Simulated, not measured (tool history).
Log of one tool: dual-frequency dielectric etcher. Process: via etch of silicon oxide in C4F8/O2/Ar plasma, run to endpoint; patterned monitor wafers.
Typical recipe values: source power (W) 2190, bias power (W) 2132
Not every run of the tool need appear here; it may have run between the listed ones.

run,hour,source power (W),bias power (W),"incoming incoming film thickness, nm",endpoint time (s)
1,0,2190,2132,1424.2,274.6
2,35.1,2040,2132,1412.2,279.3
3,70.3,2040,2132,1424.2,280.5
4,132.1,2040,2132,1406.7,276.5
5,167.7,2190,2132,1410.7,270
6,190.7,2190,2132,1413.3,271.8
7,223,2190,2132,1400.4,269
# hour 269.6: wet clean of the chamber
8,270.1,2190,2132,1415.4,274
9,281,2190,2132,1391.4,268.7
10,308.2,2190,2132,1403.7,271.5
# hour 334.5: upper electrode replaced
11,335,2190,2132,1402,270
12,342.7,2190,2132,1407.9,272.8
13,365,2190,2132,1411.9,271.9
# hour 377.6: bias power generator calibrated
14,389.5,2190,2132,1400,271.5
15,414.3,2190,1882,1425.6,282
16,447.2,2190,1882,1418.6,278.5
# hour 468: source power generator calibrated
17,482.1,2190,2132,1413.9,271.6
18,510.4,2550,2318,1405.2,251
19,523.2,2700,2312,1400.1,246.5
20,545.5,2520,2132,1406,256.4
21,557.9,2190,1624,1421.5,286.2
22,609.6,2190,1624,1419.5,285.7
23,637.1,1790,1832,1408.1,296.1
24,649.7,1800,2132,1416.2,289.8
25,678.7,2190,2132,1404.1,270.1
26,700.7,2530,1971,1416.8,261.5
27,720.6,2190,2132,1402.3,269
# hour 759.4: wet clean of the chamber
28,759.9,1910,2576,1410,275.7
29,766.9,2030,1797,1406.5,288.6
30,799.9,2010,2493,1417.4,274.1
31,832.4,2400,2341,1401.2,257.3
32,855.2,2190,2132,1418.9,273.9
33,883.2,2190,1969,1418.3,276.7

4 options for the next run, each taken on its own from the tool as it stands now. Forecast them:
A,883.7,2190,2132,1418.2,?
B,883.7,2450,1633,1418.2,?
C,883.7,2700,1610,1418.2,?
D,883.7,2660,2310,1418.2,?

run,endpoint time (s)
A,272.4
B,274.7
C,266
D,250.7
Without the tool's hidden state the same runs would have given:
run,endpoint time (s)
A,273.5
B,275.9
C,267.1
D,251.8
